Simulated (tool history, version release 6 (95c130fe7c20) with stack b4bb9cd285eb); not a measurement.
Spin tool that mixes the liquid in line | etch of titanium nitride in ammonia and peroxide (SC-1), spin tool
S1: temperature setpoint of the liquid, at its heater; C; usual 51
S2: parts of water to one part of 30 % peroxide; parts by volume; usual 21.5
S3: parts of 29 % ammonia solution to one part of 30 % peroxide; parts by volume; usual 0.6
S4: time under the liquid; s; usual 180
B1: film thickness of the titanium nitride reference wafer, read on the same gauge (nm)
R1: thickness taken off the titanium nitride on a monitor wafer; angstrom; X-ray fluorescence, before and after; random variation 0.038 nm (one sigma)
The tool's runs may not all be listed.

| run | day | S1 | S2 | S3 | S4 | B1 | R1 |
|---|---|---|---|---|---|---|---|
| 1 | 0 | 51 | 21.5 | 0.6 | 180 | 150.02 | 41.9 |
| 2 | 1.542 | 47 | 21.5 | 0.6 | 180 | 150.01 | 31.1 |
| 3 | 2.825 | 51 | 28.5 | 0.6 | 180 | 149.99 | 35.5 |
| 4 | 4.408 | 51 | 28.5 | 0.6 | 180 | 150.03 | 35.6 |
|  | 5.488 | new drum of ammonia solution connected |
| 5 | 7.117 | 51 | 28.5 | 0.6 | 180 | 149.99 | 35.1 |
| 6 | 8.779 | 51 | 21.5 | 0.6 | 180 | 150.01 | 41.3 |
| 7 | 10.5 | 51 | 21.5 | 0.6 | 180 | 149.98 | 41.3 |
| 8 | 12.029 | 51 | 30 | 0.85 | 235 | 150 | 48 |
| 9 | 13.233 | 51 | 21.5 | 0.6 | 180 | 149.97 | 40.8 |
| 10 | 14.654 | 44 | 31 | 0.7 | 280 | 149.98 | 32.2 |
| 11 | 16.433 | 51 | 14 | 0.6 | 225 | 150.04 | 65.9 |
| 12 | 18.367 | 51 | 21.5 | 0.35 | 180 | 149.99 | 37.1 |
| 13 | 19.558 | 56.5 | 31.5 | 0.3 | 85 | 149.96 | 19.9 |
| 14 | 21.892 | 56.5 | 31.5 | 0.3 | 85 | 150 | 19.9 |
|  | 23.567 | ammonia flow meter replaced |
|  | 23.7 | thermometer replaced |
| 15 | 23.988 | 41.5 | 13.5 | 0.6 | 180 | 150.02 | 30.7 |
|  | 24.692 | heated supply line repaired |
| 16 | 26.512 | 51 | 11.5 | 0.6 | 120 | 150.02 | 43.5 |
| 17 | 27.971 | 51 | 21.5 | 0.4 | 90 | 149.97 | 21.4 |
|  | 29.538 | new drum of ammonia solution connected |
|  | 30.321 | gauge calibrated |
| 18 | 30.892 | 51 | 12 | 0.6 | 100 | 149.97 | 35 |
| 19 | 33.046 | 47.5 | 14 | 0.7 | 80 | 149.97 | 20.9 |
| 20 | 35.217 | 45 | 13.5 | 0.4 | 285 | 149.95 | 57.2 |
| 21 | 37.567 | 51 | 21.5 | 0.6 | 235 | 150 | 59.2 |
| 22 | 40.333 | 51 | 32.5 | 0.6 | 265 | 150.03 | 52.9 |
| 23 | 43.083 | 51 | 21.5 | 0.6 | 180 | 150.01 | 45 |

Forecast each of these 5 alternatives for the next run:
| A | 43.104 | 41.5 | 21.5 | 0.6 | 180 | ? | ? |
| B | 43.104 | 55.5 | 21.5 | 0.6 | 180 | ? | ? |
| C | 43.104 | 41 | 12 | 0.35 | 215 | ? | ? |
| D | 43.104 | 41.5 | 24.5 | 0.5 | 180 | ? | ? |
| E | 43.104 | 51 | 21.5 | 0.6 | 280 | ? | ? |

| run | B1 | R1 |
|---|---|---|
| A | 150.02 | 23 |
| B | 150.02 | 61.8 |
| C | 150.02 | 33 |
| D | 150.02 | 20.6 |
| E | 150.02 | 70.6 |
Without the tool's hidden state the same runs would have given:
| run | R1 |
|---|---|
| A | 24 |
| B | 64.2 |
| C | 34.5 |
| D | 21.5 |
| E | 73.5 |
